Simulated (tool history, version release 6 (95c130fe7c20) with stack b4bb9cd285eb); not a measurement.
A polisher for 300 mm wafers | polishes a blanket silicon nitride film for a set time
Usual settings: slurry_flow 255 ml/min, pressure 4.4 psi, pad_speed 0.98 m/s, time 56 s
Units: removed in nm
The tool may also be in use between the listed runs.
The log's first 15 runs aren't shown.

run    hour  slurry_flow  pressure  pad_speed  time  incoming thickness of the incoming film, nm  removed
     1317.0  -- head pressure recalibrated
 16  1347.9          255       4.4       1.16    56                                        800.5    127.0
 17  1455.9          255       4.4       1.16    56                                        793.1    129.3
 18  1495.8          255       4.4       1.16    56                                        793.6    126.4
     1556.4  -- worn pad replaced by a new one
 19  1590.3          255       5.7       0.98    51                                        799.9    131.0
 20  1635.6          255       4.4       1.20    61                                        808.0    146.1
 21  1683.1          255       4.4       0.98    46                                        795.6     90.0
 22  1746.9          295       3.7       0.82    56                                        793.5     81.4
 23  1837.0          255       4.4       0.98    56                                        797.0    111.9
 24  1893.4          320       4.4       1.12    56                                        806.9    128.6
     1952.8  -- slurry nozzle cleaned
 25  1969.9          255       4.4       0.98    56                                        793.2    111.5
 26  2035.1          255       3.1       1.10    56                                        809.7     86.8
     2100.0  -- head pressure recalibrated
     2189.1  -- worn pad replaced by a new one
 27  2242.5          255       4.4       0.98    56                                        803.9    111.4
 28  2346.6          255       4.4       1.16    56                                        793.1    129.1
 29  2454.4          255       4.4       1.22    68                                        793.4    162.5
 30  2544.9          255       3.5       0.70    56                                        792.6     68.0
 31  2582.8          255       3.5       0.98    47                                        812.2     73.6
     2606.2  -- slurry nozzle cleaned
 32  2666.3          255       4.4       0.98    56                                        797.1    111.1
 33  2704.2          230       4.4       0.98    62                                        786.7    122.0
     2732.4  -- worn pad replaced by a new one
 34  2810.1          255       4.4       0.98    56                                        796.0    112.6

Run 35 comes next. What will it give?
 35  2870.2          195       4.4       1.08    37                                        795.2        ?

Run 35 gave removed 77.4 nm.
Without the tool's hidden state the same run would have given removed 77.4 nm.
